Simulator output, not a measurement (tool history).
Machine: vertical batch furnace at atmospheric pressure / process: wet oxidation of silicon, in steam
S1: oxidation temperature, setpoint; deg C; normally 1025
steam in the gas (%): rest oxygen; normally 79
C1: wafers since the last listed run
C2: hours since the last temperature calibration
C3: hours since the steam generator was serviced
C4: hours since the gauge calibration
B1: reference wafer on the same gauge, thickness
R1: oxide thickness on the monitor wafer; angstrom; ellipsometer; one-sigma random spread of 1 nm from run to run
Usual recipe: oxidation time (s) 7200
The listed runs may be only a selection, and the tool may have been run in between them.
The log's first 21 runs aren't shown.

{"run": 22, "hour": 603.7, "S1": 1010, "oxidation time (s)": 9930, "steam in the gas (%)": 79, "C1": 276, "C2": 345.5, "C3": 258.5, "C4": 319.8, "B1": 534.95, "R1": 7436.2}
{"run": 23, "hour": 617.1, "S1": 1032, "oxidation time (s)": 9420, "steam in the gas (%)": 72, "C1": 203, "C2": 358.9, "C3": 271.9, "C4": 333.2, "B1": 535.01, "R1": 7628.9}
{"run": 24, "hour": 642.9, "S1": 1025, "oxidation time (s)": 7200, "steam in the gas (%)": 79, "C1": 391, "C2": 384.7, "C3": 297.7, "C4": 359.0, "B1": 534.87, "R1": 6615.3}
{"run": 25, "hour": 669.9, "S1": 1048, "oxidation time (s)": 4350, "steam in the gas (%)": 89, "C1": 410, "C2": 411.7, "C3": 324.7, "C4": 386.0, "B1": 535.04, "R1": 5926.3}
{"run": 26, "hour": 705.6, "S1": 1049, "oxidation time (s)": 10710, "steam in the gas (%)": 79, "C1": 542, "C2": 447.4, "C3": 360.4, "C4": 421.7, "B1": 534.99, "R1": 9317.9}
{"run": 27, "hour": 739.5, "S1": 1025, "oxidation time (s)": 7200, "steam in the gas (%)": 79, "C1": 514, "C2": 481.3, "C3": 394.3, "C4": 455.6, "B1": 535.33, "R1": 6618.9}
{"run": 28, "hour": 752.2, "S1": 1025, "oxidation time (s)": 7200, "steam in the gas (%)": 79, "C1": 192, "C2": 494.0, "C3": 407.0, "C4": 468.3, "B1": 535.03, "R1": 6627.3}
{"run": 29, "hour": 778.0, "S1": 1035, "oxidation time (s)": 8730, "steam in the gas (%)": 89, "C1": 391, "C2": 519.8, "C3": 432.8, "C4": 494.1, "B1": 534.8, "R1": 8337.9}
{"run": 30, "hour": 794.2, "S1": 1035, "oxidation time (s)": 7200, "steam in the gas (%)": 69, "C1": 246, "C2": 536.0, "C3": 449.0, "C4": 510.3, "B1": 535.12, "R1": 6441.9}
{"run": 31, "hour": 816.6, "S1": 1025, "oxidation time (s)": 9810, "steam in the gas (%)": 79, "C1": 340, "C2": 558.4, "C3": 471.4, "C4": 532.7, "B1": 534.95, "R1": 7943.7}

Consider 3 possible next runs. They are alternatives, not a sequence: every one starts from the tool as it was left by run 31. What does each give?
{"run": "A", "hour": 821.5, "S1": 1025, "oxidation time (s)": 7200, "steam in the gas (%)": 79, "C1": 74, "C2": 563.3, "C3": 476.3, "C4": 537.6, "B1": "?", "R1": "?"}
{"run": "B", "hour": 821.5, "S1": 1009, "oxidation time (s)": 7200, "steam in the gas (%)": 79, "C1": 74, "C2": 563.3, "C3": 476.3, "C4": 537.6, "B1": "?", "R1": "?"}
{"run": "C", "hour": 821.5, "S1": 1025, "oxidation time (s)": 10680, "steam in the gas (%)": 88, "C1": 74, "C2": 563.3, "C3": 476.3, "C4": 537.6, "B1": "?", "R1": "?"}

run=A B1=535.23 R1=6615.3
run=B B1=535.23 R1=6068.1
run=C B1=535.23 R1=8880.6
Stripped of hidden state, with their random variation kept, the same runs would have yielded:
run=A R1=6651.2
run=B R1=6100.9
run=C R1=8929.0

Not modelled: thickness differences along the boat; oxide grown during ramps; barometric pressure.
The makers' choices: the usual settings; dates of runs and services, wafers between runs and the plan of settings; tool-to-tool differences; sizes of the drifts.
